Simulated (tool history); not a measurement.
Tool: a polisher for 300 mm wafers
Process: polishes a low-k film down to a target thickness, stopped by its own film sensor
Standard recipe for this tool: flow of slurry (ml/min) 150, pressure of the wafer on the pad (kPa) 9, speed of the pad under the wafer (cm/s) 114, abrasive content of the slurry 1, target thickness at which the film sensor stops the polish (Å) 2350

run,hour,flow of slurry (ml/min),pressure of the wafer on the pad (kPa),speed of the pad under the wafer (cm/s),abrasive content of the slurry,target thickness at which the film sensor stops the polish (Å),wafers since the last listed run,wafers polished on this pad,hours since the slurry nozzle was cleaned,hours since the head pressure was calibrated,hours since the slurry blender was calibrated,hours since the conditioning disc was replaced,"incoming thickness of the incoming film, nm",time until the film sensor stopped the polish (s)
1,0,150,9,114,1,2350,0,763,560.3,1099.3,61.8,38.9,282.6,182.7
# hour 11.5: worn pad replaced by a new one
2,12.6,190,6.9,134,0.85,2350,40,5,572.9,1111.9,74.4,51.5,276.6,204.1
3,24.3,150,9,74,1,2350,54,60,584.6,1123.6,86.1,63.2,281.9,241.5
4,34.4,150,9,146,0.85,2480,47,107,594.7,1133.7,96.2,73.3,278.5,109.9
# hour 38.6: slurry nozzle cleaned
5,44.5,135,9,114,1,2350,42,150,5.9,1143.8,106.3,83.4,276,157.1
6,54.3,105,11.7,114,0.85,2420,46,196,15.7,1153.6,116.1,93.2,278.8,131.7
7,66.8,150,9,114,1,2350,58,254,28.2,1166.1,128.6,105.7,275.4,151.7
8,73.4,150,9,114,1,2350,30,285,34.8,1172.7,135.2,112.3,280,173.9
# hour 89.7: slurry blender recalibrated
9,90,180,9,114,1,2440,68,354,51.4,1189.3,0.3,128.9,279,130.6
# hour 99.2: head pressure recalibrated
10,99.7,195,9,114,1,2350,36,390,61.1,0.5,10,138.6,280.3,171.2
11,114.7,150,9,126,1,2350,70,461,76.1,15.5,25,153.6,275.8,147.1
12,123.3,150,9,114,0.8,2410,40,501,84.7,24.1,33.6,162.2,279.3,182.1
13,141,125,9,152,1,2200,83,584,102.4,41.8,51.3,179.9,278.7,196.4
14,150.7,180,9,150,1,2350,45,630,112.1,51.5,61,189.6,285.7,163.7
15,159.4,150,9,114,1,2350,40,670,120.8,60.2,69.7,198.3,281.7,183.2
16,166.5,150,9,114,1,2350,33,704,127.9,67.3,76.8,205.4,282,184
17,174.8,190,9,114,1.2,2490,38,743,136.2,75.6,85.1,213.7,279.6,103.2
# hour 184.6: worn pad replaced by a new one
18,185.1,150,9,114,1,2350,29,2,146.5,85.9,95.4,224,280.1,182.6
19,196.8,150,9,114,1,2510,54,57,158.2,97.6,107.1,235.7,277.5,105.3
20,205.4,120,9,114,1,2350,40,97,166.8,106.2,115.7,244.3,279,184.2
21,211.9,150,11.7,84,0.85,2350,30,128,173.3,112.7,122.2,250.8,285,234.3
22,227.8,150,9,136,1,2470,74,202,189.2,128.6,138.1,266.7,279.1,119.5
23,238.3,150,9,146,1,2250,49,251,199.7,139.1,148.6,277.2,275.9,178.5
24,252.2,150,11.7,114,1,2350,65,317,213.6,153,162.5,291.1,278.7,147.4
# hour 263: slurry blender recalibrated
25,269.6,150,9,114,1,2300,72,389,231,170.4,6.6,308.5,285.3,240.8

For each run, what was the tool's unlogged condition?
removal rate lost through wear of the pad, %: 0 in every run
slurry flow missing at the pad, %: 0 in every run
deviation of the head's pressure from its setpoint, %: 0 in every run
abrasive missing from the slurry, %: 0 in every run
H1: time polished since the conditioner stopped cutting, s
run,H1
1,106
2,112
3,119
4,126
5,135
6,144
7,158
8,165
9,187
10,201
11,225
12,239
13,272
14,291
15,310
16,325
17,344
18,368
19,397
20,419
21,437
22,481
23,512
24,555
25,611
